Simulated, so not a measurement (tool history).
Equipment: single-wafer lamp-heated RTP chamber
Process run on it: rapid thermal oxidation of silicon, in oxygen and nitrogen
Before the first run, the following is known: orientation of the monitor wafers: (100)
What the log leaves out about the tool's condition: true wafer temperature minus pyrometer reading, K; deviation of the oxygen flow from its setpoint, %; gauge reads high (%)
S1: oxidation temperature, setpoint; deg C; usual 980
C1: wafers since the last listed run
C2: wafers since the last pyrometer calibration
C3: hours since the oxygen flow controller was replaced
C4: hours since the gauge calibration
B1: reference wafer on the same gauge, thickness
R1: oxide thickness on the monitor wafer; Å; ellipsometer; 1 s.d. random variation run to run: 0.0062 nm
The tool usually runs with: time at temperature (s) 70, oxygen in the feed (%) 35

{"run": 1, "day": 0.0, "S1": 980, "time at temperature (s)": 70, "oxygen in the feed (%)": 35, "C1": 0, "C2": 4079, "C3": 3288.4, "C4": 671.7, "B1": 4.58, "R1": 41.13}
{"run": 2, "day": 2.242, "S1": 980, "time at temperature (s)": 70, "oxygen in the feed (%)": 35, "C1": 947, "C2": 5027, "C3": 3342.2, "C4": 725.5, "B1": 4.582, "R1": 41.41}
{"day": 3.517, "done": "pyrometer window cleaned and pyrometer calibrated"}
{"run": 3, "day": 4.379, "S1": 980, "time at temperature (s)": 70, "oxygen in the feed (%)": 35, "C1": 762, "C2": 363, "C3": 3393.5, "C4": 776.8, "B1": 4.58, "R1": 40.8}
{"run": 4, "day": 6.054, "S1": 980, "time at temperature (s)": 70, "oxygen in the feed (%)": 35, "C1": 707, "C2": 1071, "C3": 3433.7, "C4": 817.0, "B1": 4.58, "R1": 40.73}
{"run": 5, "day": 9.354, "S1": 958, "time at temperature (s)": 70, "oxygen in the feed (%)": 20, "C1": 1394, "C2": 2466, "C3": 3512.9, "C4": 896.2, "B1": 4.581, "R1": 31.77}
{"run": 6, "day": 12.192, "S1": 958, "time at temperature (s)": 70, "oxygen in the feed (%)": 20, "C1": 1199, "C2": 3665, "C3": 3581.0, "C4": 964.3, "B1": 4.579, "R1": 31.7}
{"run": 7, "day": 13.817, "S1": 958, "time at temperature (s)": 70, "oxygen in the feed (%)": 20, "C1": 686, "C2": 4352, "C3": 3620.0, "C4": 1003.3, "B1": 4.58, "R1": 31.87}
{"run": 8, "day": 16.704, "S1": 980, "time at temperature (s)": 70, "oxygen in the feed (%)": 35, "C1": 1220, "C2": 5572, "C3": 3689.3, "C4": 1072.6, "B1": 4.581, "R1": 41.41}
{"run": 9, "day": 18.783, "S1": 980, "time at temperature (s)": 70, "oxygen in the feed (%)": 35, "C1": 878, "C2": 6451, "C3": 3739.2, "C4": 1122.5, "B1": 4.581, "R1": 41.54}
{"day": 19.975, "done": "pyrometer window cleaned and pyrometer calibrated"}
{"run": 10, "day": 21.175, "S1": 980, "time at temperature (s)": 70, "oxygen in the feed (%)": 35, "C1": 869, "C2": 507, "C3": 3796.6, "C4": 1179.9, "B1": 4.58, "R1": 40.88}
{"day": 21.775, "done": "gauge calibrated"}
{"run": 11, "day": 24.629, "S1": 980, "time at temperature (s)": 70, "oxygen in the feed (%)": 35, "C1": 1459, "C2": 1967, "C3": 3879.5, "C4": 68.5, "B1": 4.581, "R1": 40.97}
{"run": 12, "day": 26.417, "S1": 980, "time at temperature (s)": 70, "oxygen in the feed (%)": 35, "C1": 755, "C2": 2723, "C3": 3922.4, "C4": 111.4, "B1": 4.581, "R1": 41.12}
{"run": 13, "day": 29.446, "S1": 980, "time at temperature (s)": 70, "oxygen in the feed (%)": 35, "C1": 1280, "C2": 4003, "C3": 3995.1, "C4": 184.1, "B1": 4.579, "R1": 41.18}
{"run": 14, "day": 32.271, "S1": 999, "time at temperature (s)": 70, "oxygen in the feed (%)": 35, "C1": 1193, "C2": 5197, "C3": 4062.9, "C4": 251.9, "B1": 4.58, "R1": 46.89}
{"day": 34.283, "done": "pyrometer window cleaned and pyrometer calibrated"}
{"run": 15, "day": 35.696, "S1": 980, "time at temperature (s)": 70, "oxygen in the feed (%)": 35, "C1": 1306, "C2": 596, "C3": 4145.1, "C4": 334.1, "B1": 4.579, "R1": 40.72}
{"run": 16, "day": 38.783, "S1": 955, "time at temperature (s)": 35, "oxygen in the feed (%)": 17, "C1": 1304, "C2": 1901, "C3": 4219.2, "C4": 408.2, "B1": 4.581, "R1": 25.98}
{"run": 17, "day": 41.446, "S1": 980, "time at temperature (s)": 70, "oxygen in the feed (%)": 35, "C1": 1125, "C2": 3026, "C3": 4283.1, "C4": 472.1, "B1": 4.58, "R1": 41.08}
{"day": 42.85, "done": "oxygen flow controller replaced"}
{"run": 18, "day": 43.958, "S1": 1003, "time at temperature (s)": 82, "oxygen in the feed (%)": 35, "C1": 921, "C2": 3947, "C3": 26.6, "C4": 532.4, "B1": 4.58, "R1": 52.04}
{"run": 19, "day": 46.975, "S1": 980, "time at temperature (s)": 70, "oxygen in the feed (%)": 35, "C1": 1274, "C2": 5222, "C3": 99.0, "C4": 604.8, "B1": 4.581, "R1": 42.09}
{"run": 20, "day": 48.538, "S1": 980, "time at temperature (s)": 51, "oxygen in the feed (%)": 35, "C1": 660, "C2": 5882, "C3": 136.5, "C4": 642.3, "B1": 4.58, "R1": 37.36}
{"day": 49.558, "done": "pyrometer window cleaned and pyrometer calibrated"}
{"run": 21, "day": 52.379, "S1": 1003, "time at temperature (s)": 82, "oxygen in the feed (%)": 35, "C1": 1482, "C2": 1193, "C3": 228.7, "C4": 734.5, "B1": 4.58, "R1": 51.39}
{"run": 22, "day": 54.504, "S1": 953, "time at temperature (s)": 70, "oxygen in the feed (%)": 17, "C1": 898, "C2": 2091, "C3": 279.7, "C4": 785.5, "B1": 4.582, "R1": 30.46}
{"run": 23, "day": 58.154, "S1": 959, "time at temperature (s)": 81, "oxygen in the feed (%)": 17, "C1": 1542, "C2": 3633, "C3": 367.3, "C4": 873.1, "B1": 4.581, "R1": 32.59}
{"run": 24, "day": 60.15, "S1": 953, "time at temperature (s)": 70, "oxygen in the feed (%)": 17, "C1": 843, "C2": 4477, "C3": 415.2, "C4": 921.0, "B1": 4.58, "R1": 30.6}
{"run": 25, "day": 64.054, "S1": 956, "time at temperature (s)": 54, "oxygen in the feed (%)": 56, "C1": 1650, "C2": 6127, "C3": 508.9, "C4": 1014.7, "B1": 4.579, "R1": 37.53}
{"day": 66.746, "done": "pyrometer window cleaned and pyrometer calibrated"}
{"run": 26, "day": 66.767, "S1": 1006, "time at temperature (s)": 60, "oxygen in the feed (%)": 35, "C1": 1005, "C2": 8, "C3": 574.0, "C4": 1079.8, "B1": 4.58, "R1": 45.84}

Alternative continuations, all from the tool just after run 26; predict every row:
{"run": "A", "day": 66.783, "S1": 980, "time at temperature (s)": 70, "oxygen in the feed (%)": 35, "C1": 7, "C2": 15, "C3": 574.4, "C4": 1080.2, "B1": "?", "R1": "?"}
{"run": "B", "day": 66.783, "S1": 980, "time at temperature (s)": 42, "oxygen in the feed (%)": 35, "C1": 7, "C2": 15, "C3": 574.4, "C4": 1080.2, "B1": "?", "R1": "?"}
{"run": "C", "day": 66.783, "S1": 980, "time at temperature (s)": 70, "oxygen in the feed (%)": 17, "C1": 7, "C2": 15, "C3": 574.4, "C4": 1080.2, "B1": "?", "R1": "?"}
{"run": "D", "day": 66.783, "S1": 980, "time at temperature (s)": 37, "oxygen in the feed (%)": 35, "C1": 7, "C2": 15, "C3": 574.4, "C4": 1080.2, "B1": "?", "R1": "?"}

run=A B1=4.579 R1=41.08
run=B B1=4.579 R1=34.20
run=C B1=4.579 R1=34.06
run=D B1=4.579 R1=32.82
Stripped of hidden state, with their random variation kept, the same runs would have yielded:
run=A R1=41.22
run=B R1=34.30
run=C R1=34.17
run=D R1=32.91

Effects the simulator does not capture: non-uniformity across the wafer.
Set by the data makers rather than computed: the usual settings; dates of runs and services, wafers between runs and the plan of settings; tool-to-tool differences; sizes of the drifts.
